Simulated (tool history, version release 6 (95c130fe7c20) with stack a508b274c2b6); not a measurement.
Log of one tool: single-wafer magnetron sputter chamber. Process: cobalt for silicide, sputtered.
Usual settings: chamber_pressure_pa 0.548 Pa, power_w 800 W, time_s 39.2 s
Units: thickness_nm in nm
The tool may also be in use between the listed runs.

run   hour  chamber_pressure_pa  power_w  time_s  wafers since the last listed run  wafers on the sputter target  hours since the last manometer calibration  hours since the magnet pack was replaced  hours since the gauge calibration  read-back reference wafer on the same gauge, thickness_nm  thickness_nm
  1    0.0                0.377      800    39.2                                 0                          2149                                      1429.7                                    5237.3                              725.7                                                     16.901        16.066
  2   34.8                0.548      800    39.2                              1042                          3191                                      1464.5                                    5272.1                              760.5                                                     16.900        15.379
  3   63.5                0.548      800    39.2                               859                          4050                                      1493.2                                    5300.8                              789.2                                                     16.903        15.238
     132.1  -- sputter target and shields replaced
  4  132.6                0.548      800    39.2                              1829                            14                                      1562.3                                    5369.9                              858.3                                                     16.885        15.448
  5  163.8                0.548      800    39.2                               934                           948                                      1593.5                                    5401.1                              889.5                                                     16.894        15.285
  6  191.7                0.548      800    39.2                               835                          1784                                      1621.4                                    5429.0                              917.4                                                     16.887        15.267
  7  243.9                0.548      800    39.2                              1563                          3347                                      1673.6                                    5481.2                              969.6                                                     16.866        15.431
     295.0  -- gauge calibrated
  8  297.0                0.548      800    39.2                              1590                          4937                                      1726.7                                    5534.3                                2.0                                                     16.921        15.413
     326.6  -- sputter target and shields replaced
  9  329.7                0.548      800    32.1                               739                            91                                      1759.4                                    5567.0                               34.7                                                     16.906        12.590
 10  370.6                0.734     1000    46.8                              1224                          1316                                      1800.3                                    5607.9                               75.6                                                     16.898        20.651
 11  399.5                0.380      750    39.2                               865                          2181                                      1829.2                                    5636.8                              104.5                                                     16.897        15.272
 12  433.2                0.548      600    39.2                              1009                          3191                                      1862.9                                    5670.5                              138.2                                                     16.882        12.325
 13  471.6                0.548      800    39.2                              1149                          4340                                      1901.3                                    5708.9                              176.6                                                     16.890        15.267
 14  506.8                0.548      800    39.2                              1054                          5394                                      1936.5                                    5744.1                              211.8                                                     16.881        15.253
     533.4  -- sputter target and shields replaced
 15  544.2                0.548      800    39.2                               880                           323                                      1973.9                                    5781.5                              249.2                                                     16.920        15.277
     595.1  -- capacitance manometer re-zeroed and calibrated
     702.4  -- sputter target and shields replaced
     714.4  -- magnet pack replaced
 16  751.1                0.342      900    36.3                              5476                          1219                                       156.0                                      36.7                              456.1                                                     16.921        16.424
     902.7  -- sputter target and shields replaced
 17  949.6                0.548      950    46.5                              5704                          1402                                       354.5                                     235.2                              654.6                                                     16.898        21.002

Forecast each of these 5 alternatives for the next run:
  A  950.0                0.548      800    39.2                                11                          1414                                       354.9                                     235.6                              655.0                                                          ?             ?
  B  950.0                0.660      700    39.2                                11                          1414                                       354.9                                     235.6                              655.0                                                          ?             ?
  C  950.0                0.368     1000    35.6                                11                          1414                                       354.9                                     235.6                              655.0                                                          ?             ?
  D  950.0                0.387     1000    43.4                                11                          1414                                       354.9                                     235.6                              655.0                                                          ?             ?
  E  950.0                0.548      800    34.8                                11                          1414                                       354.9                                     235.6                              655.0                                                          ?             ?

run  read-back reference wafer on the same gauge, thickness_nm  thickness_nm
  A                                                     16.893        15.250
  B                                                     16.893        13.340
  C                                                     16.893        17.411
  D                                                     16.893        21.118
  E                                                     16.893        13.539
Without the tool's hidden state the same runs would have given:
run  thickness_nm
  A        15.250
  B        13.340
  C        17.411
  D        21.118
  E        13.539
